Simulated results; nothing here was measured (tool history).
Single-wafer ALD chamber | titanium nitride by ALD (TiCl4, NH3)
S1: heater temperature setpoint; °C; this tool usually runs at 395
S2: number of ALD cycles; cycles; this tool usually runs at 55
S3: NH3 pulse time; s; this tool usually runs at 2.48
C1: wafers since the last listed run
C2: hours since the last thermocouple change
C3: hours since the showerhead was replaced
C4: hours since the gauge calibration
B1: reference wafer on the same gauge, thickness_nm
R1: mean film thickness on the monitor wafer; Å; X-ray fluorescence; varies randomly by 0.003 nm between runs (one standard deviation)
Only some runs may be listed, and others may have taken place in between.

run	day	S1	S2	S3	C1	C2	C3	C4	B1	R1
1	0	395	47	2.19	0	1543.4	3241	1542.3	1.007	10.12
2	1.254	395	55	2.48	98	1573.5	3271.1	1572.4	1.007	11.91
3	3.829	389	55	3.03	202	1635.3	3332.9	1634.2	1.006	11.88
4	4.854	389	55	3.03	80	1659.9	3357.5	1658.8	1.005	11.85
5	6.346	387	55	2.48	117	1695.7	3393.3	1694.6	1.004	11.8
6	8.392	387	55	2.48	161	1744.8	3442.4	1743.7	1.004	11.8
7	11.371	395	55	2.48	234	1816.3	3513.9	1815.2	1.002	11.84
8	16.008	395	55	2.48	365	1927.6	3625.2	1926.5	1.001	11.9
9	18.712	395	55	2.48	213	1992.5	3690.1	1991.4	0.999	11.84
10	21.658	395	55	2.48	232	2063.2	3760.8	2062.1	0.998	11.78
11	22.796	395	55	2.48	89	2090.5	3788.1	2089.4	0.998	11.79
# day 24.012: thermocouple changed; heater temperature recalibrated
12	25.558	395	55	2.48	191	37.1	3854.4	2155.7	0.996	11.79
13	28.433	395	55	2.48	226	106.1	3923.4	2224.7	0.994	11.71
14	29.917	395	55	2.48	116	141.7	3959	2260.3	0.994	11.73
15	34.35	395	55	2.48	349	248.1	4065.4	2366.7	0.991	11.7
16	35.5	395	49	2.48	90	275.7	4093	2394.3	0.99	10.43
# day 36.454: gauge calibrated
17	38.371	395	49	2.48	226	344.6	4161.9	46	1.019	10.72
18	41.229	395	55	2.48	225	413.2	4230.5	114.6	1.018	12
19	43.221	395	55	2.48	156	461	4278.3	162.4	1.019	11.97

The next listed run, before its measurement:
20	45.696	389	55	3.03	195	520.4	4337.7	221.8	?	?

B1: 1.019
R1: 12.05 Å
On a tool with no hidden condition, and with the same random variation, this run would have come out at R1 12.07 Å.
